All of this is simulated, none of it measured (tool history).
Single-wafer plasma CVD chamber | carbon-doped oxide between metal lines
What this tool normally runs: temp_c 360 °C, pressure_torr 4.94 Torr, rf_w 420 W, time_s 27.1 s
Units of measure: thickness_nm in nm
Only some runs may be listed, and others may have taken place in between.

| run | hour | temp_c | pressure_torr | rf_w | time_s | wafers since the last listed run | hours since the last thermocouple change | hours since the last RF generator calibration | hours since the last manometer calibration | hours since the showerhead was replaced | hours since the gauge calibration | read-back reference wafer on the same gauge, thickness_nm | thickness_nm |
|---|---|---|---|---|---|---|---|---|---|---|---|---|---|
| 1 | 0 | 360 | 5.82 | 390 | 27.1 | 0 | 1013.2 | 1791.6 | 1536.1 | 2882.3 | 402.7 | 125.837 | 110.125 |
| 2 | 34.6 | 360 | 5.5 | 420 | 27.1 | 951 | 1047.8 | 1826.2 | 1570.7 | 2916.9 | 437.3 | 126.042 | 118.387 |
| 3 | 106.7 | 371 | 4.94 | 420 | 27.1 | 1983 | 1119.9 | 1898.3 | 1642.8 | 2989 | 509.4 | 125.915 | 113.172 |
|  | 132.8 | thermocouple changed; heater temperature recalibrated |
| 4 | 136.5 | 371 | 4.94 | 420 | 27.1 | 599 | 3.7 | 1928.1 | 1672.6 | 3018.8 | 539.2 | 125.954 | 114.399 |
| 5 | 157.5 | 369 | 4.94 | 420 | 27.1 | 577 | 24.7 | 1949.1 | 1693.6 | 3039.8 | 560.2 | 126.029 | 114.265 |
|  | 187.3 | showerhead replaced |
| 6 | 189.3 | 369 | 4.94 | 420 | 27.1 | 654 | 56.5 | 1980.9 | 1725.4 | 2 | 592 | 125.91 | 114.607 |
| 7 | 207.1 | 360 | 4.94 | 440 | 27.1 | 489 | 74.3 | 1998.7 | 1743.2 | 19.8 | 609.8 | 125.86 | 122.264 |
| 8 | 236.2 | 360 | 4.94 | 420 | 27.1 | 800 | 103.4 | 2027.8 | 1772.3 | 48.9 | 638.9 | 126.168 | 117.072 |
|  | 249 | gauge calibrated |
| 9 | 256.2 | 360 | 4.94 | 420 | 27.1 | 550 | 123.4 | 2047.8 | 1792.3 | 68.9 | 7.2 | 126.06 | 117.276 |
|  | 274.7 | RF generator calibrated |
| 10 | 275.2 | 360 | 3.81 | 420 | 30.9 | 302 | 142.4 | 0.5 | 1811.3 | 87.9 | 26.2 | 126.018 | 136.219 |
| 11 | 302.1 | 368 | 4.94 | 465 | 24.2 | 739 | 169.3 | 27.4 | 1838.2 | 114.8 | 53.1 | 126.179 | 119.008 |
| 12 | 318.6 | 375 | 5.45 | 360 | 22.2 | 453 | 185.8 | 43.9 | 1854.7 | 131.3 | 69.6 | 126.141 | 84.472 |
| 13 | 334.6 | 360 | 4.94 | 490 | 27.1 | 440 | 201.8 | 59.9 | 1870.7 | 147.3 | 85.6 | 125.877 | 141.36 |
| 14 | 360.3 | 360 | 4.94 | 420 | 27.1 | 706 | 227.5 | 85.6 | 1896.4 | 173 | 111.3 | 126.083 | 123.612 |
| 15 | 393.7 | 349 | 4.94 | 420 | 27.1 | 918 | 260.9 | 119 | 1929.8 | 206.4 | 144.7 | 126.132 | 127.151 |
| 16 | 423.8 | 360 | 4.94 | 345 | 27.1 | 827 | 291 | 149.1 | 1959.9 | 236.5 | 174.8 | 126.104 | 100.362 |
|  | 447.1 | capacitance manometer re-zeroed and calibrated |
| 17 | 454.2 | 360 | 4.94 | 420 | 27.1 | 616 | 321.4 | 179.5 | 7.1 | 266.9 | 205.2 | 126.11 | 122.672 |
| 18 | 477.3 | 360 | 4.42 | 420 | 27.1 | 635 | 344.5 | 202.6 | 30.2 | 290 | 228.3 | 126.065 | 120.439 |
| 19 | 494.5 | 367 | 4.94 | 420 | 27.1 | 473 | 361.7 | 219.8 | 47.4 | 307.2 | 245.5 | 126.006 | 119.762 |
| 20 | 516.4 | 360 | 4.94 | 420 | 27.1 | 602 | 383.6 | 241.7 | 69.3 | 329.1 | 267.4 | 126.113 | 122.231 |
| 21 | 544.4 | 371 | 4.05 | 485 | 25.1 | 770 | 411.6 | 269.7 | 97.3 | 357.1 | 295.4 | 126.086 | 121.389 |
| 22 | 563.2 | 360 | 4.94 | 420 | 27.1 | 517 | 430.4 | 288.5 | 116.1 | 375.9 | 314.2 | 126.085 | 121.213 |
| 23 | 575.6 | 367 | 5.73 | 420 | 29.7 | 341 | 442.8 | 300.9 | 128.5 | 388.3 | 326.6 | 126.045 | 133.615 |
| 24 | 606.5 | 360 | 5.93 | 380 | 25 | 849 | 473.7 | 331.8 | 159.4 | 419.2 | 357.5 | 125.944 | 103.526 |
| 25 | 642.5 | 360 | 4.94 | 355 | 29 | 990 | 509.7 | 367.8 | 195.4 | 455.2 | 393.5 | 125.957 | 109.588 |
| 26 | 675.1 | 360 | 4.94 | 420 | 27.1 | 896 | 542.3 | 400.4 | 228 | 487.8 | 426.1 | 126.01 | 120.864 |
| 27 | 704.6 | 347 | 5.98 | 365 | 23.5 | 811 | 571.8 | 429.9 | 257.5 | 517.3 | 455.6 | 125.885 | 96.546 |
| 28 | 723.8 | 354 | 3.8 | 475 | 21.8 | 528 | 591 | 449.1 | 276.7 | 536.5 | 474.8 | 126.086 | 107.207 |
| 29 | 750.7 | 360 | 4.94 | 455 | 27.1 | 739 | 617.9 | 476 | 303.6 | 563.4 | 501.7 | 125.896 | 129.673 |

Hidden state, per run?
true pressure above the setpoint (%): 0 across all the runs
gauge reads high (%): 0 across all the runs
H1: wafer temperature above the value expected at the setpoint (K)
H2: delivered RF power above the setpoint (%)
| run | H1 | H2 |
|---|---|---|
| 1 | 3.96 | -5.43 |
| 2 | 4.25 | -5.45 |
| 3 | 4.9 | -5.49 |
| 4 | 0.0659 | -5.51 |
| 5 | 0.0683 | -5.52 |
| 6 | 0.079 | -5.53 |
| 7 | 0.0887 | -5.54 |
| 8 | 0.11 | -5.56 |
| 9 | 0.129 | -5.57 |
| 10 | 0.15 | -0.0276 |
| 11 | 0.184 | -0.23 |
| 12 | 0.209 | -0.35 |
| 13 | 0.234 | -0.465 |
| 14 | 0.28 | -0.643 |
| 15 | 0.348 | -0.866 |
| 16 | 0.416 | -1.06 |
| 17 | 0.493 | -1.24 |
| 18 | 0.557 | -1.38 |
| 19 | 0.607 | -1.48 |
| 20 | 0.675 | -1.6 |
| 21 | 0.767 | -1.75 |
| 22 | 0.833 | -1.85 |
| 23 | 0.877 | -1.91 |
| 24 | 0.995 | -2.07 |
| 25 | 1.14 | -2.24 |
| 26 | 1.28 | -2.39 |
| 27 | 1.42 | -2.51 |
| 28 | 1.51 | -2.59 |
| 29 | 1.65 | -2.7 |
